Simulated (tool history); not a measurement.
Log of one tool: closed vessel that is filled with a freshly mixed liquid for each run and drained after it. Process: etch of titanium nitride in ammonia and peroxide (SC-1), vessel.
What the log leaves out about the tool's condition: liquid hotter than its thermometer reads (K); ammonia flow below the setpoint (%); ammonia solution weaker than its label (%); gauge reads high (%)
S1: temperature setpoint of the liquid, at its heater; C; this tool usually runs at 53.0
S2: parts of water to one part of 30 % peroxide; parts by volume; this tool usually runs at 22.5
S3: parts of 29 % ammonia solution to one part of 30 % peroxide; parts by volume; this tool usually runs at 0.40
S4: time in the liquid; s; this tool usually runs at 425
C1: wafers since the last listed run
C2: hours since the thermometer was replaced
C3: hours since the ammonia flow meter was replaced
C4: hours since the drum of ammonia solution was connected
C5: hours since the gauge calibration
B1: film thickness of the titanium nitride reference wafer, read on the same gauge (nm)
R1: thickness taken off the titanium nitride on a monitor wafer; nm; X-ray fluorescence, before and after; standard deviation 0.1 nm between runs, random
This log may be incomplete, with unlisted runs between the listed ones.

| run | day | S1 | S2 | S3 | S4 | C1 | C2 | C3 | C4 | C5 | B1 | R1 |
|---|---|---|---|---|---|---|---|---|---|---|---|---|
| 1 | 0.000 | 53.0 | 22.5 | 0.40 | 425 | 0 | 1560.0 | 1534.1 | 4.2 | 33.4 | 150.02 | 25.13 |
| 2 | 0.550 | 45.0 | 22.5 | 0.40 | 425 | 736 | 1573.2 | 1547.3 | 17.4 | 46.6 | 150.01 | 14.36 |
| 3 | 1.033 | 45.0 | 22.5 | 0.40 | 425 | 647 | 1584.8 | 1558.9 | 29.0 | 58.2 | 150.00 | 14.37 |
| 4 | 1.721 | 45.0 | 22.5 | 0.40 | 425 | 920 | 1601.3 | 1575.4 | 45.5 | 74.7 | 149.99 | 14.44 |
| 5 | 2.450 | 53.0 | 19.5 | 0.40 | 425 | 976 | 1618.8 | 1592.9 | 63.0 | 92.2 | 150.01 | 27.16 |
| 6 | 3.088 | 47.5 | 22.5 | 0.40 | 425 | 853 | 1634.1 | 1608.2 | 78.3 | 107.5 | 149.99 | 17.20 |
| 7 | 3.542 | 47.5 | 22.5 | 0.40 | 425 | 608 | 1645.0 | 1619.1 | 89.2 | 118.4 | 149.98 | 17.14 |
| 8 | 3.888 | 53.0 | 22.5 | 0.40 | 425 | 463 | 1653.3 | 1627.4 | 97.5 | 126.7 | 150.00 | 25.12 |
| 9 | 4.542 | 53.0 | 22.5 | 0.25 | 425 | 876 | 1669.0 | 1643.1 | 113.2 | 142.4 | 150.02 | 23.07 |
| 10 | 5.033 | 62.0 | 22.5 | 0.55 | 425 | 658 | 1680.8 | 1654.9 | 125.0 | 154.2 | 150.01 | 47.73 |
| 11 | 5.638 | 46.0 | 15.0 | 0.20 | 425 | 809 | 1695.3 | 1669.4 | 139.5 | 168.7 | 150.01 | 17.03 |
| 12 | 6.167 | 53.0 | 22.5 | 0.40 | 615 | 708 | 1708.0 | 1682.1 | 152.2 | 181.4 | 150.01 | 36.48 |
| 13 | 6.717 | 46.5 | 25.5 | 0.40 | 425 | 736 | 1721.2 | 1695.3 | 165.4 | 194.6 | 149.99 | 14.85 |
|  | 7.529 | thermometer replaced |
| 14 | 8.312 | 47.0 | 22.5 | 0.40 | 425 | 2081 | 18.8 | 1733.6 | 203.7 | 232.9 | 150.00 | 13.97 |
| 15 | 8.817 | 53.0 | 22.5 | 0.40 | 245 | 675 | 30.9 | 1745.7 | 215.8 | 245.0 | 150.04 | 12.14 |
| 16 | 9.325 | 53.0 | 22.5 | 0.40 | 425 | 680 | 43.1 | 1757.9 | 228.0 | 257.2 | 149.99 | 21.05 |
|  | 9.683 | new drum of ammonia solution connected |
| 17 | 10.025 | 44.5 | 22.5 | 0.35 | 425 | 881 | 59.9 | 1774.7 | 8.2 | 274.0 | 150.00 | 11.57 |
| 18 | 10.650 | 55.5 | 22.5 | 0.50 | 540 | 837 | 74.9 | 1789.7 | 23.2 | 289.0 | 149.98 | 33.86 |
|  | 10.800 | gauge calibrated |
|  | 10.958 | ammonia flow meter replaced |
| 19 | 11.179 | 50.0 | 22.5 | 0.40 | 320 | 652 | 87.6 | 5.3 | 35.9 | 9.1 | 149.98 | 13.16 |
| 20 | 11.662 | 62.5 | 22.5 | 0.45 | 425 | 647 | 99.2 | 16.9 | 47.5 | 20.7 | 150.01 | 41.31 |
| 21 | 13.338 | 53.0 | 22.5 | 0.40 | 425 | 2243 | 139.4 | 57.1 | 87.7 | 60.9 | 149.96 | 21.67 |

The next listed run, before its measurement:
| 22 | 13.738 | 45.5 | 22.5 | 0.60 | 425 | 535 | 149.0 | 66.7 | 97.3 | 70.5 | ? | ? |

B1: 150.00
R1: 13.84 nm
Had the tool carried no hidden state, the very same run would have given R1 13.61 nm.
